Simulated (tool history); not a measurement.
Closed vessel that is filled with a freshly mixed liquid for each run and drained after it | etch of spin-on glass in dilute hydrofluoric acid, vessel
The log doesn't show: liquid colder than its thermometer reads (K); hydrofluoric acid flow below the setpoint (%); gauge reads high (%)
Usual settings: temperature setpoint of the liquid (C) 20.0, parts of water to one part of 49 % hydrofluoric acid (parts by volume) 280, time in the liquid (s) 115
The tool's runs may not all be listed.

run	hour	temperature setpoint of the liquid (C)	parts of water to one part of 49 % hydrofluoric acid (parts by volume)	time in the liquid (s)	wafers since the last listed run	hours since the thermometer was replaced	hours since the hydrofluoric acid flow meter was replaced	hours since the gauge calibration	read-back film thickness of the spin-on glass reference wafer, read on the same gauge (nm)	thickness taken off the spin-on glass on a monitor wafer (nm)
1	0.0	20.0	365	115	0	2044.8	222.6	353.5	119.99	11.53
2	46.2	23.0	360	115	5598	2091.0	268.8	399.7	120.00	12.98
3	87.2	23.0	360	115	4968	2132.0	309.8	440.7	119.99	12.95
4	113.0	20.0	280	135	3126	2157.8	335.6	466.5	119.97	18.81
5	150.8	20.0	280	135	4580	2195.6	373.4	504.3	120.01	18.98
6	201.5	20.0	280	135	6143	2246.3	424.1	555.0	120.00	18.90
7	240.9	20.0	280	115	4774	2285.7	463.5	594.4	120.01	16.33
8	283.5	22.0	280	115	5162	2328.3	506.1	637.0	120.00	17.40
9	338.2	20.0	230	115	6628	2383.0	560.8	691.7	120.01	20.69
10	403.8	20.0	230	115	7949	2448.6	626.4	757.3	119.99	20.60
11	462.5	20.0	280	115	7113	2507.3	685.1	816.0	119.97	16.15
12	519.6	22.0	280	115	6919	2564.4	742.2	873.1	119.97	17.44
13	569.3	20.0	280	60	6022	2614.1	791.9	922.8	120.00	8.50
14	616.8	24.5	390	145	5756	2661.6	839.4	970.3	120.03	15.49
# hour 654.8: gauge calibrated
# hour 660.4: thermometer replaced
15	665.7	20.0	230	115	5804	5.3	888.3	10.9	119.99	20.62
# hour 674.8: hydrofluoric acid flow meter replaced
16	715.7	20.0	395	180	5937	55.3	40.9	60.9	119.98	16.15
17	747.9	23.5	180	140	3902	87.5	73.1	93.1	119.99	38.52
18	952.6	20.0	280	115	24805	292.2	277.8	297.8	119.99	16.04
19	979.9	21.5	280	185	3308	319.5	305.1	325.1	120.00	27.39
20	1021.3	18.5	375	70	5016	360.9	346.5	366.5	119.96	6.41
21	1084.9	22.5	155	115	7707	424.5	410.1	430.1	120.02	36.22
22	1151.2	17.0	280	115	8034	490.8	476.4	496.4	120.01	14.61

What the log doesn't show, run by run:
liquid colder than its thermometer reads (K): 0 in every run
hydrofluoric acid flow below the setpoint (%): 0 in every run
gauge reads high (%): 0 in every run

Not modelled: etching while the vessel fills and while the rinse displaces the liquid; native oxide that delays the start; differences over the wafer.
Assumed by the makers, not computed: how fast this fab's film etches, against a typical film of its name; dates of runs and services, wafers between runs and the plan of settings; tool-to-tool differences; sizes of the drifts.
